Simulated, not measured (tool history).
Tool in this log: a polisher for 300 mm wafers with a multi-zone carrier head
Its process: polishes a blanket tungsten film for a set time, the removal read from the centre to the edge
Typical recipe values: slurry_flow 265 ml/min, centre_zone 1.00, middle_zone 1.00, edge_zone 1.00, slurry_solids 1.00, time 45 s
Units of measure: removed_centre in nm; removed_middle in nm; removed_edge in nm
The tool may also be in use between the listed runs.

run   hour  slurry_flow  centre_zone  middle_zone  edge_zone  slurry_solids  time  incoming thickness of the incoming film, nm  removed_centre  removed_middle  removed_edge
  1    0.0          265         1.00         1.00       1.00           1.00    45                                       1540.6           150.9           159.0         161.2
  2   23.6          265         1.00         1.00       1.00           1.00    45                                       1540.3           152.8           156.9         161.8
  3   51.9          265         1.00         1.00       1.00           1.00    45                                       1529.2           151.2           156.4         163.0
      69.9  -- worn pad replaced by a new one
  4   72.3          265         1.00         1.00       1.00           1.00    45                                       1527.0           152.3           156.7         161.2
  5   91.8          265         1.00         1.00       1.00           1.00    45                                       1554.9           152.0           159.4         160.6
  6  106.4          265         1.00         1.00       1.00           1.00    45                                       1521.3           151.6           156.8         162.6
     128.6  -- edge zone pressure recalibrated
  7  137.9          265         1.00         1.00       1.10           1.00    45                                       1555.2           150.8           161.9         167.1
     153.6  -- centre zone pressure recalibrated
     165.4  -- worn pad replaced by a new one
  8  165.9          265         1.00         1.00       1.00           1.00    45                                       1550.5           148.9           157.4         162.4
     175.5  -- carrier head's membrane replaced by a new one
  9  192.2          265         1.00         1.00       1.00           1.00    45                                       1507.7           152.2           154.7         159.1
 10  211.8          265         1.00         1.00       1.00           1.00    45                                       1519.4           150.7           156.7         159.7
 11  230.3          265         1.00         1.00       1.00           1.00    45                                       1537.8           149.5           159.4         159.4
     237.8  -- slurry nozzle cleaned
     247.4  -- worn pad replaced by a new one
 12  250.7          335         0.93         1.11       1.00           1.10    45                                       1533.2           165.9           198.9         183.2
 13  267.2          265         1.00         1.00       1.00           1.00    45                                       1511.2           171.5           175.0         173.7
 14  280.7          265         1.00         1.00       1.00           1.00    45                                       1524.3           170.6           175.8         172.6
 15  296.8          265         1.00         1.00       1.00           1.00    45                                       1550.1           170.3           175.7         172.9
     323.5  -- worn pad replaced by a new one
 16  331.6          265         1.00         1.04       1.08           0.85    45                                       1545.3           163.9           169.4         174.2
 17  347.5          225         1.00         1.00       1.00           0.90    45                                       1530.9           156.7           162.1         168.3
 18  363.8          265         1.10         1.00       0.89           1.20    57                                       1516.8           241.2           226.3         216.3
 19  388.0          355         1.00         1.11       1.00           1.00    45                                       1512.0           173.7           188.6         173.6
     408.5  -- worn pad replaced by a new one
 20  416.9          230         0.91         0.88       1.00           0.85    45                                       1530.5           140.1           144.3         161.1

Some steps in removed_centre, run to run, broken into two amounts with sign: the step expected even without the hidden condition (settings, incoming material, random variation), and the rest, left for the hidden condition together with whatever gauge scatter is not in both the measured and the hidden-condition-free result:
The tool's hidden condition here consists of: removal rate lost through wear of the pad, %; slurry flow missing at the pad, %; deviation of the centre zone's pressure from its setpoint, %; deviation of the edge zone's pressure from its setpoint, %.
Run 11 -> 12: slurry_flow 265 -> 335, centre_zone 1.00 -> 0.93, middle_zone 1.00 -> 1.11, slurry_solids 1.00 -> 1.10, slurry nozzle cleaned, worn pad replaced by a new one. removed_centre +16.4 nm: hidden state +19.5, all else -3.1.
Run 17 -> 18: slurry_flow 225 -> 265, centre_zone 1.00 -> 1.10, edge_zone 1.00 -> 0.89, slurry_solids 0.90 -> 1.20, time 45 -> 57. removed_centre +84.5 nm: hidden state -2.2, all else +86.7.
Run 18 -> 19: slurry_flow 265 -> 355, centre_zone 1.10 -> 1.00, middle_zone 1.00 -> 1.11, edge_zone 0.89 -> 1.00, slurry_solids 1.20 -> 1.00, time 57 -> 45. removed_centre -67.5 nm: hidden state +2.9, all else -70.4.

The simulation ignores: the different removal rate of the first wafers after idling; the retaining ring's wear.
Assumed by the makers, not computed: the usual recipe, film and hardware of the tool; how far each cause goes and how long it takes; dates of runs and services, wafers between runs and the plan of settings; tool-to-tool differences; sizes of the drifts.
